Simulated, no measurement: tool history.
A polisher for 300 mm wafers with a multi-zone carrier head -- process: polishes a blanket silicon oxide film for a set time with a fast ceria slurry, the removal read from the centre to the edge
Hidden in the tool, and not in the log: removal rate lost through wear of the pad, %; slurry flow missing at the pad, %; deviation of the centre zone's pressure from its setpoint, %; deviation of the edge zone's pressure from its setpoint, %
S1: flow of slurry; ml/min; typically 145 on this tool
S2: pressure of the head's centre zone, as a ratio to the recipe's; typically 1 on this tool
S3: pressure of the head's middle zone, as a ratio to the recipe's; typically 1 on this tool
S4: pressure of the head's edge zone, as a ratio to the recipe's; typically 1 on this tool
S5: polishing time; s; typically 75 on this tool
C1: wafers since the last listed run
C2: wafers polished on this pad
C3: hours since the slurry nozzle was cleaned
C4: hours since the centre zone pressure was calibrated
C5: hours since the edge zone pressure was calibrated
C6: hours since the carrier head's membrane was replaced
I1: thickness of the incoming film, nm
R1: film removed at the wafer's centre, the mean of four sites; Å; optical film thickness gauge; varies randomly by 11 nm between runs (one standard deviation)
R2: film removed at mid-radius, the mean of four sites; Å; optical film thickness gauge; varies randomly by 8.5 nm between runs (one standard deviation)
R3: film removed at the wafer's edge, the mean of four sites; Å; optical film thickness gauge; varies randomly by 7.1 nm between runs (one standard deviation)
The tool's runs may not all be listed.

run   hour   S1    S2    S3    S4  S5   C1   C2     C3     C4      C5     C6      I1     R1     R2     R3
  1      0  145     1     1     1  75    0   77    258  662.1  1374.6    428  3273.1   7861   7714   8264
  2    7.3  145     1  0.96     1  75   89  166  265.3  669.4  1381.9  435.3  3269.5   7967   7615   8166
  3   16.1  145     1     1     1  66  107  274  274.1  678.2  1390.7  444.1  3272.2   7032   6907   7185
  4   33.9  145     1     1     1  75  218  492  291.9    696  1408.5  461.9  3242.9   7890   7784   8309
        41  -- edge zone pressure recalibrated
  5   43.9  145     1     1     1  75   98  590  301.9    706     2.9  471.9  3313.7   7728   7659   8116
      56.4  -- slurry nozzle cleaned
  6   56.9  145     1     1     1  60  147  738    0.5    719    15.9  484.9  3278.1   7166   6991   7106
  7   65.7  145  1.03   0.9     1  64  107  845    9.3  727.8    24.7  493.7  3267.4   7817   6933   7594
      71.3  -- worn pad replaced by a new one
      74.9  -- carrier head's membrane replaced by a new one
  8   80.8  145  0.93     1     1  75   92   72   24.4  742.9    39.8    5.9  3325.1   8136   8509   8763
  9     87  180     1     1     1  75   76  148   30.6  749.1      46   12.1  3298.9   9165   8906   8990
 10   98.8  145     1     1     1  75  144  293   42.4  760.9    57.8   23.9  3323.9   8465   8504   8624
     106.8  -- centre zone pressure recalibrated
 11  116.6  145     1  1.11  1.06  75  193  487   60.2    9.8    75.6   41.7  3274.7   8397   8752   8889
 12  131.4  110     1     1   1.1  85  181  668     75   24.6    90.4   56.5  3264.5   8872   8879   9845
 13  137.4  115     1     1     1  75   73  742     81   30.6    96.4   62.5  3208.6   7830   7831   8302
 14  154.9  145     1     1     1  75  214  956   98.5   48.1   113.9     80  3250.4   8490   8341   8427
     159.9  -- worn pad replaced by a new one, of another model than before
 15  191.4  145     1     1     1  75  398  386    135   84.6   150.4  116.5  3224.1   8831   8326   8726
 16  201.1  145     1     1     1  75  118  505  144.7   94.3   160.1  126.2  3228.3   8520   8258   8666
 17    210  145  1.09     1     1  98  109  614  153.6  103.2     169  135.1  3214.8  12244  10924  11130
 18  216.1  180     1     1     1  75   74  689  159.7  109.3   175.1  141.2  3234.3   8836   8612   8666
 19  229.2  160  1.08     1     1  75  160  850  172.8  122.4   188.2  154.3  3250.6   9353   8442   8709
     233.7  -- worn pad replaced by a new one
 20  245.9  145     1     1     1  75  155  149  189.5  139.1   204.9    171    3263   8517   8478   8570
 21  258.8  145     1     1     1  54  158  307  202.4    152   217.8  183.9  3254.6   6259   5981   6180
 22  265.6  145     1     1     1  56   83  391  209.2  158.8   224.6  190.7  3238.8   6316   6212   6404
 23  275.6  100     1     1  1.06  75  122  513  219.2  168.8   234.6  200.7  3233.8   8151   7991   8700

Measured less the same run without the tool's hidden state. The same run-to-run variation is in both; the gauge's scatter may not be:
run     R1    R2    R3
  1  -1045  -891  -650
  2  -1072  -890  -650
  3   -959  -819  -579
  4  -1103  -945  -686
  5  -1094  -941  -677
  6    -57   -49   -36
  7   -113   -90   -70
  8   -208  -192  -141
  9   -225  -195  -143
 10   -324  -288  -206
 11   -424  -388  -278
 12   -686  -594  -442
 13   -618  -536  -384
 14   -630  -543  -383
 15   -384  -319  -236
 16   -385  -329  -243
 17   -572  -450  -322
 18   -375  -324  -233
 19   -441  -352  -257
 20   -443  -388  -276
 21   -335  -282  -205
 22   -343  -297  -215
 23   -538  -460  -341
